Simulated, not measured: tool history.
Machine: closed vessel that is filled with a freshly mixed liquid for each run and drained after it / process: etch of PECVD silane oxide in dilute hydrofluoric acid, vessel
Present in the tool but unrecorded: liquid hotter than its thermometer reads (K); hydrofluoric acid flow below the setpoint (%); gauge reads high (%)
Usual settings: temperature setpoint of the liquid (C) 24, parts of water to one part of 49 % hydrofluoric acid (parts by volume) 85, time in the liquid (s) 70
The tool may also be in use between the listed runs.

run	hour	temperature setpoint of the liquid (C)	parts of water to one part of 49 % hydrofluoric acid (parts by volume)	time in the liquid (s)	wafers since the last listed run	hours since the thermometer was replaced	hours since the hydrofluoric acid flow meter was replaced	hours since the gauge calibration	read-back film thickness of the PECVD silane oxide reference wafer, read on the same gauge (nm)	thickness taken off the PECVD silane oxide on a monitor wafer (angstrom)
1	0	24	85	70	0	1322.7	1417.6	74.7	69.99	314.3
2	7.6	20.5	85	80	794	1330.3	1425.2	82.3	70.02	309.3
3	25.9	20.5	85	80	1912	1348.6	1443.5	100.6	70.01	308.2
4	42.2	20.5	85	80	1703	1364.9	1459.8	116.9	69.99	307.1
5	56.2	24	75	70	1463	1378.9	1473.8	130.9	70.02	357.2
6	73.9	24	75	70	1849	1396.6	1491.5	148.6	69.99	356.9
# hour 79.4: gauge calibrated
7	87.9	24	85	70	1463	1410.6	1505.5	8.5	70.03	312
8	96.2	24	85	50	867	1418.9	1513.8	16.8	70.02	220.8
# hour 103.2: thermometer replaced
9	107.8	24	85	70	1107	4.6	1525.4	28.4	70	308.3
# hour 119.4: hydrofluoric acid flow meter replaced
10	125.1	24	85	70	1703	21.9	5.7	45.7	69.98	346.1
11	136.4	21.5	60	45	1181	33.2	17	57	69.98	292.7
12	150.5	28	85	40	1473	47.3	31.1	71.1	69.99	233.2
13	158.7	28	85	110	857	55.5	39.3	79.3	69.99	633
14	165.5	24	55	40	710	62.3	46.1	86.1	70	316.3
15	179.4	24	120	70	1452	76.2	60	100	70.02	233.9
16	220.5	21.5	60	45	4295	117.3	101.1	141.1	69.99	293

Same runs, no hidden state in the tool, same run-to-run variation:
run	thickness taken off the PECVD silane oxide on a monitor wafer (angstrom)
1	363.3
2	357.4
3	356.9
4	356.2
5	414.8
6	415.2
7	364.1
8	257.9
9	360.5
10	359.3
11	303.9
12	242.9
13	659.7
14	329.2
15	244.4
16	306.6
